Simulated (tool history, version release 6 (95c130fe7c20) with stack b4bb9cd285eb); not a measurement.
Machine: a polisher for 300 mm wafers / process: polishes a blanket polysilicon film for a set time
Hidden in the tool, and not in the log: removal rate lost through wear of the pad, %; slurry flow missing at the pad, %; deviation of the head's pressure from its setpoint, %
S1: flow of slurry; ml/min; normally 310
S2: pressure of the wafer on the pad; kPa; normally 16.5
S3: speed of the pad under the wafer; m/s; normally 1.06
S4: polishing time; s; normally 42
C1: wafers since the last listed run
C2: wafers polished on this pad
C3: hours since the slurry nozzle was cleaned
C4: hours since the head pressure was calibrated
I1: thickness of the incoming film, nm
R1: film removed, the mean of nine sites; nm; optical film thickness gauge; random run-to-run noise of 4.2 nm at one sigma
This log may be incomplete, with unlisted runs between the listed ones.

Run 1, day 0.000: usual settings but S1 275 ml/min, S4 31 s; C1 0; C2 425; C3 140.2; C4 865.6; I1 1545.1. Result: R1 233.6 nm.
Run 2, day 1.142: usual settings; C1 280; C2 705; C3 167.6; C4 893.0; I1 1536.5. Result: R1 314.6 nm.
Run 3, day 2.233: usual settings; C1 267; C2 972; C3 193.8; C4 919.2; I1 1543.1. Result: R1 316.2 nm.
Run 4, day 2.758: usual settings but S3 0.84 m/s; C1 128; C2 1101; C3 206.4; C4 931.8; I1 1547.8. Result: R1 252.2 nm.
At day 3.375: worn pad replaced by a new one.
Run 5, day 4.171: usual settings but S2 15.2 kPa; C1 305; C2 195; C3 240.3; C4 965.7; I1 1546.7. Result: R1 287.3 nm.
Run 6, day 5.146: usual settings but S2 15.2 kPa; C1 239; C2 434; C3 263.7; C4 989.1; I1 1520.5. Result: R1 296.7 nm.
Run 7, day 6.008: usual settings but S4 47 s; C1 211; C2 645; C3 284.4; C4 1009.8; I1 1530.9. Result: R1 349.4 nm.
Run 8, day 7.279: usual settings but S4 47 s; C1 311; C2 957; C3 314.9; C4 1040.3; I1 1504.1. Result: R1 359.6 nm.
Run 9, day 7.946: usual settings but S4 47 s; C1 163; C2 1121; C3 330.9; C4 1056.3; I1 1544.2. Result: R1 357.1 nm.
At day 9.171: worn pad replaced by a new one.
Run 10, day 9.196: usual settings; C1 265; C2 5; C3 360.9; C4 1086.3; I1 1548.8. Result: R1 318.9 nm.
Run 11, day 10.308: usual settings; C1 272; C2 278; C3 387.6; C4 1113.0; I1 1544.2. Result: R1 313.0 nm.
Run 12, day 11.612: usual settings; C1 319; C2 598; C3 418.9; C4 1144.3; I1 1566.0. Result: R1 319.8 nm.
Run 13, day 12.975: usual settings; C1 334; C2 933; C3 451.6; C4 1177.0; I1 1546.8. Result: R1 313.6 nm.
Run 14, day 13.708: usual settings; C1 179; C2 1112; C3 469.2; C4 1194.6; I1 1532.9. Result: R1 310.8 nm.
Run 15, day 14.350: usual settings but S1 365 ml/min, S2 17.9 kPa, S3 1.26 m/s, S4 30 s; C1 157; C2 1270; C3 484.6; C4 1210.0; I1 1544.7. Result: R1 295.0 nm.
At day 14.767: head pressure recalibrated.
At day 15.129: worn pad replaced by a new one.
Run 16, day 15.150: usual settings but S2 12.4 kPa; C1 134; C2 5; C3 503.8; C4 9.2; I1 1535.9. Result: R1 238.1 nm.
Run 17, day 15.983: usual settings but S1 345 ml/min, S2 20.7 kPa, S3 1.40 m/s, S4 56 s; C1 204; C2 209; C3 523.8; C4 29.2; I1 1526.7. Result: R1 711.8 nm.
Run 18, day 16.921: usual settings but S3 0.70 m/s; C1 229; C2 439; C3 546.3; C4 51.7; I1 1533.0. Result: R1 209.4 nm.
Run 19, day 17.896: usual settings but S1 340 ml/min, S2 19.3 kPa, S3 0.78 m/s; C1 239; C2 678; C3 569.7; C4 75.1; I1 1520.6. Result: R1 279.6 nm.
Run 20, day 18.925: usual settings; C1 252; C2 931; C3 594.4; C4 99.8; I1 1547.5. Result: R1 316.8 nm.
At day 20.075: slurry nozzle cleaned.
At day 21.146: worn pad replaced by a new one.
Run 21, day 23.242: usual settings; C1 1007; C2 513; C3 76.0; C4 203.4; I1 1524.5. Result: R1 318.3 nm.
Run 22, day 24.112: usual settings but S1 255 ml/min, S2 20.7 kPa; C1 213; C2 727; C3 96.9; C4 224.3; I1 1540.0. Result: R1 398.3 nm.
Run 23, day 25.600: usual settings; C1 364; C2 1092; C3 132.6; C4 260.0; I1 1551.0. Result: R1 320.5 nm.
At day 26.462: worn pad replaced by a new one.
Run 24, day 26.858: usual settings but S1 280 ml/min, S2 13.8 kPa, S3 0.70 m/s, S4 28 s; C1 267; C2 96; C3 162.8; C4 290.2; I1 1534.9. Result: R1 115.2 nm.
Run 25, day 27.433: usual settings but S1 395 ml/min, S3 1.22 m/s; C1 141; C2 237; C3 176.6; C4 304.0; I1 1540.4. Result: R1 385.1 nm.
Run 26, day 28.050: usual settings; C1 151; C2 388; C3 191.4; C4 318.8; I1 1536.0. Result: R1 320.1 nm.
Run 27, day 28.608: usual settings; C1 136; C2 525; C3 204.8; C4 332.2; I1 1539.0. Result: R1 318.1 nm.

Branching from run 27: 4 alternative next runs. What would each branch give?
Run A, day 28.625: usual settings but S1 275 ml/min; C1 4; C2 529; C3 205.2; C4 332.6; I1 1542.5. Result: R1 ?.
Run B, day 28.625: usual settings but S1 380 ml/min, S2 14.5 kPa, S3 0.74 m/s, S4 48 s; C1 4; C2 529; C3 205.2; C4 332.6; I1 1542.5. Result: R1 ?.
Run C, day 28.625: usual settings but S2 19.3 kPa; C1 4; C2 529; C3 205.2; C4 332.6; I1 1542.5. Result: R1 ?.
Run D, day 28.625: usual settings but S1 255 ml/min, S2 12.4 kPa, S4 49 s; C1 4; C2 529; C3 205.2; C4 332.6; I1 1542.5. Result: R1 ?.

run     R1
  A  305.3
  B  219.6
  C  360.7
  D  264.8
What these runs would have given with no unlogged condition in the tool:
run     R1
  A  305.3
  B  219.6
  C  360.7
  D  264.8
